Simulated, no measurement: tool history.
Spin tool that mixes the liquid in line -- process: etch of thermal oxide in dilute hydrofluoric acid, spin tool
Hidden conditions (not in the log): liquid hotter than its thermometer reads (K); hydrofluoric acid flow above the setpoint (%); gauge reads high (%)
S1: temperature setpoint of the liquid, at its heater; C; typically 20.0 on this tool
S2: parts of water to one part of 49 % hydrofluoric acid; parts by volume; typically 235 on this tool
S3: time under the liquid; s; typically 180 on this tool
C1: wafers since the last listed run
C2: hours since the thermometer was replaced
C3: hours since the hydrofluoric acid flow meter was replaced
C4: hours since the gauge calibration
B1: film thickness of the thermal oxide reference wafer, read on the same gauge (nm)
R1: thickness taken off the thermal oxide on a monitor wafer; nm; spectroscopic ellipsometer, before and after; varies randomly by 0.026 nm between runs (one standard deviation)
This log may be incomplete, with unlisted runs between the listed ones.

{"run": 1, "hour": 0.0, "S1": 20.0, "S2": 235, "S3": 180, "C1": 0, "C2": 2316.5, "C3": 337.2, "C4": 368.8, "B1": 69.994, "R1": 2.949}
{"run": 2, "hour": 6.9, "S1": 20.0, "S2": 235, "S3": 180, "C1": 44, "C2": 2323.4, "C3": 344.1, "C4": 375.7, "B1": 69.996, "R1": 2.92}
{"run": 3, "hour": 15.4, "S1": 20.0, "S2": 235, "S3": 180, "C1": 54, "C2": 2331.9, "C3": 352.6, "C4": 384.2, "B1": 69.987, "R1": 2.921}
{"run": 4, "hour": 27.2, "S1": 20.0, "S2": 235, "S3": 180, "C1": 76, "C2": 2343.7, "C3": 364.4, "C4": 396.0, "B1": 69.992, "R1": 2.958}
{"run": 5, "hour": 44.8, "S1": 20.0, "S2": 235, "S3": 180, "C1": 113, "C2": 2361.3, "C3": 382.0, "C4": 413.6, "B1": 69.998, "R1": 2.977}
{"run": 6, "hour": 73.9, "S1": 20.0, "S2": 235, "S3": 260, "C1": 187, "C2": 2390.4, "C3": 411.1, "C4": 442.7, "B1": 70.033, "R1": 4.221}
{"hour": 76.3, "done": "gauge calibrated"}
{"run": 7, "hour": 89.6, "S1": 20.0, "S2": 235, "S3": 260, "C1": 101, "C2": 2406.1, "C3": 426.8, "C4": 13.3, "B1": 69.994, "R1": 4.241}
{"run": 8, "hour": 102.4, "S1": 20.0, "S2": 235, "S3": 260, "C1": 82, "C2": 2418.9, "C3": 439.6, "C4": 26.1, "B1": 70.013, "R1": 4.254}
{"hour": 106.7, "done": "thermometer replaced"}
{"run": 9, "hour": 111.4, "S1": 20.0, "S2": 235, "S3": 180, "C1": 51, "C2": 4.7, "C3": 448.6, "C4": 35.1, "B1": 69.991, "R1": 3.009}
{"run": 10, "hour": 121.4, "S1": 20.0, "S2": 235, "S3": 180, "C1": 64, "C2": 14.7, "C3": 458.6, "C4": 45.1, "B1": 69.984, "R1": 2.994}
{"run": 11, "hour": 138.6, "S1": 20.0, "S2": 235, "S3": 180, "C1": 110, "C2": 31.9, "C3": 475.8, "C4": 62.3, "B1": 69.963, "R1": 2.999}
{"run": 12, "hour": 160.9, "S1": 20.0, "S2": 235, "S3": 180, "C1": 143, "C2": 54.2, "C3": 498.1, "C4": 84.6, "B1": 69.993, "R1": 2.987}
{"run": 13, "hour": 170.3, "S1": 20.0, "S2": 235, "S3": 180, "C1": 60, "C2": 63.6, "C3": 507.5, "C4": 94.0, "B1": 70.009, "R1": 2.987}
{"hour": 178.1, "done": "hydrofluoric acid flow meter replaced"}
{"run": 14, "hour": 181.9, "S1": 20.0, "S2": 235, "S3": 180, "C1": 68, "C2": 75.2, "C3": 3.8, "C4": 105.6, "B1": 69.982, "R1": 2.904}
{"run": 15, "hour": 190.0, "S1": 20.0, "S2": 200, "S3": 180, "C1": 52, "C2": 83.3, "C3": 11.9, "C4": 113.7, "B1": 70.032, "R1": 3.507}
{"run": 16, "hour": 207.9, "S1": 17.5, "S2": 235, "S3": 135, "C1": 115, "C2": 101.2, "C3": 29.8, "C4": 131.6, "B1": 69.995, "R1": 1.937}
{"run": 17, "hour": 219.6, "S1": 20.0, "S2": 185, "S3": 265, "C1": 75, "C2": 112.9, "C3": 41.5, "C4": 143.3, "B1": 69.991, "R1": 5.719}
{"run": 18, "hour": 230.1, "S1": 17.0, "S2": 150, "S3": 180, "C1": 67, "C2": 123.4, "C3": 52.0, "C4": 153.8, "B1": 70.026, "R1": 4.413}
{"run": 19, "hour": 272.0, "S1": 20.0, "S2": 235, "S3": 145, "C1": 270, "C2": 165.3, "C3": 93.9, "C4": 195.7, "B1": 70.006, "R1": 2.313}
{"run": 20, "hour": 279.3, "S1": 20.0, "S2": 235, "S3": 180, "C1": 47, "C2": 172.6, "C3": 101.2, "C4": 203.0, "B1": 69.982, "R1": 2.904}
{"run": 21, "hour": 286.0, "S1": 21.5, "S2": 185, "S3": 265, "C1": 43, "C2": 179.3, "C3": 107.9, "C4": 209.7, "B1": 70.025, "R1": 6.081}
{"run": 22, "hour": 295.3, "S1": 23.5, "S2": 235, "S3": 180, "C1": 59, "C2": 188.6, "C3": 117.2, "C4": 219.0, "B1": 70.027, "R1": 3.3}
{"run": 23, "hour": 308.2, "S1": 20.0, "S2": 235, "S3": 265, "C1": 83, "C2": 201.5, "C3": 130.1, "C4": 231.9, "B1": 69.993, "R1": 4.202}
{"run": 24, "hour": 315.1, "S1": 20.0, "S2": 160, "S3": 95, "C1": 44, "C2": 208.4, "C3": 137.0, "C4": 238.8, "B1": 70.004, "R1": 2.404}
{"run": 25, "hour": 322.9, "S1": 20.0, "S2": 235, "S3": 260, "C1": 50, "C2": 216.2, "C3": 144.8, "C4": 246.6, "B1": 70.011, "R1": 4.243}
{"run": 26, "hour": 340.1, "S1": 20.0, "S2": 150, "S3": 180, "C1": 110, "C2": 233.4, "C3": 162.0, "C4": 263.8, "B1": 69.984, "R1": 4.974}
{"run": 27, "hour": 354.1, "S1": 20.0, "S2": 235, "S3": 240, "C1": 90, "C2": 247.4, "C3": 176.0, "C4": 277.8, "B1": 70.004, "R1": 3.952}
{"run": 28, "hour": 368.6, "S1": 25.0, "S2": 235, "S3": 145, "C1": 93, "C2": 261.9, "C3": 190.5, "C4": 292.3, "B1": 70.027, "R1": 2.834}
{"run": 29, "hour": 376.8, "S1": 20.0, "S2": 235, "S3": 290, "C1": 52, "C2": 270.1, "C3": 198.7, "C4": 300.5, "B1": 70.001, "R1": 4.721}
{"run": 30, "hour": 391.1, "S1": 20.0, "S2": 235, "S3": 180, "C1": 92, "C2": 284.4, "C3": 213.0, "C4": 314.8, "B1": 69.989, "R1": 2.964}
{"run": 31, "hour": 406.9, "S1": 17.0, "S2": 200, "S3": 130, "C1": 101, "C2": 300.2, "C3": 228.8, "C4": 330.6, "B1": 69.992, "R1": 2.312}
{"run": 32, "hour": 413.2, "S1": 23.0, "S2": 330, "S3": 245, "C1": 40, "C2": 306.5, "C3": 235.1, "C4": 336.9, "B1": 70.001, "R1": 2.898}
{"run": 33, "hour": 423.6, "S1": 24.5, "S2": 155, "S3": 95, "C1": 67, "C2": 316.9, "C3": 245.5, "C4": 347.3, "B1": 69.994, "R1": 3.026}
{"run": 34, "hour": 435.0, "S1": 18.5, "S2": 135, "S3": 255, "C1": 73, "C2": 328.3, "C3": 256.9, "C4": 358.7, "B1": 70.0, "R1": 7.486}
{"run": 35, "hour": 447.4, "S1": 18.5, "S2": 235, "S3": 180, "C1": 79, "C2": 340.7, "C3": 269.3, "C4": 371.1, "B1": 69.999, "R1": 2.789}

State the hidden condition of the tool at each of the runs:
liquid hotter than its thermometer reads (K): 0, the same for each run
gauge reads high (%): 0, the same for each run
H1: hydrofluoric acid flow above the setpoint (%)
run=1 H1=2.97
run=2 H1=3.02
run=3 H1=3.09
run=4 H1=3.18
run=5 H1=3.32
run=6 H1=3.54
run=7 H1=3.66
run=8 H1=3.76
run=9 H1=3.83
run=10 H1=3.91
run=11 H1=4.04
run=12 H1=4.22
run=13 H1=4.29
run=14 H1=0.784
run=15 H1=0.847
run=16 H1=0.986
run=17 H1=1.08
run=18 H1=1.16
run=19 H1=1.48
run=20 H1=1.54
run=21 H1=1.59
run=22 H1=1.66
run=23 H1=1.76
run=24 H1=1.82
run=25 H1=1.88
run=26 H1=2.01
run=27 H1=2.12
run=28 H1=2.23
run=29 H1=2.29
run=30 H1=2.41
run=31 H1=2.53
run=32 H1=2.58
run=33 H1=2.66
run=34 H1=2.75
run=35 H1=2.84

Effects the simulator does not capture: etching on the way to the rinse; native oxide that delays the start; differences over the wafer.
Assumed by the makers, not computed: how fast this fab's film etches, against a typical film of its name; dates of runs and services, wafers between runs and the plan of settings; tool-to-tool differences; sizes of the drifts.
